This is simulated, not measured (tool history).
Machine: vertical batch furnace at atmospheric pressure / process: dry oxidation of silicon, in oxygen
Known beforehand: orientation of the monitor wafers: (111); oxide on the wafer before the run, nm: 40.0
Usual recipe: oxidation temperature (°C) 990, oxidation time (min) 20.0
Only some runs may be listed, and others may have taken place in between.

run,hour,oxidation temperature (°C),oxidation time (min),wafers since the last listed run,hours since the last temperature calibration,hours since the boat lift was adjusted,hours since the gauge calibration,"read-back reference wafer on the same gauge, thickness",oxide thickness on the monitor wafer (nm)
1,0.0,990,20.0,0,1611.3,1943.6,52.3,53.30,54.67
2,7.1,990,20.0,115,1618.4,1950.7,59.4,53.30,54.70
3,15.7,990,20.0,139,1627.0,1959.3,68.0,53.30,54.71
4,32.0,990,23.5,264,1643.3,1975.6,84.3,53.32,57.24
5,47.3,990,23.5,248,1658.6,1990.9,99.6,53.30,57.18
6,57.6,990,20.0,167,1668.9,2001.2,109.9,53.31,54.66
# hour 84.1: gauge calibrated
# hour 89.4: boat lift adjusted
7,89.9,990,20.0,134,1701.2,0.5,5.8,53.30,54.58
8,94.4,990,20.0,73,1705.7,5.0,10.3,53.29,54.71
9,98.9,990,20.0,73,1710.2,9.5,14.8,53.30,54.64
# hour 131.9: thermocouples replaced and temperature profile calibrated
10,132.4,996,23.0,154,0.5,43.0,48.3,53.31,57.88
11,136.9,978,20.0,73,5.0,47.5,52.8,53.30,52.83
12,141.3,990,20.0,71,9.4,51.9,57.2,53.30,54.80
13,145.8,981,29.0,73,13.9,56.4,61.7,53.31,59.00
14,150.3,1000,20.0,73,18.4,60.9,66.2,53.30,56.33
15,160.9,982,25.0,172,29.0,71.5,76.8,53.30,56.63
16,169.6,990,20.0,141,37.7,80.2,85.5,53.30,54.68
17,179.6,969,26.5,162,47.7,90.2,95.5,53.29,55.31
18,197.9,999,10.5,297,66.0,108.5,113.8,53.32,48.44
19,214.8,990,14.0,274,82.9,125.4,130.7,53.30,50.26

Forecast each of these 3 alternatives for the next run:
A,219.4,990,20.0,74,87.5,130.0,135.3,?,?
B,219.4,1008,26.5,74,87.5,130.0,135.3,?,?
C,219.4,972,17.0,74,87.5,130.0,135.3,?,?

run,"read-back reference wafer on the same gauge, thickness",oxide thickness on the monitor wafer (nm)
A,53.30,54.63
B,53.30,63.09
C,53.30,50.20
Without the tool's unlogged condition, the same runs would have read:
run,oxide thickness on the monitor wafer (nm)
A,54.63
B,63.09
C,50.20
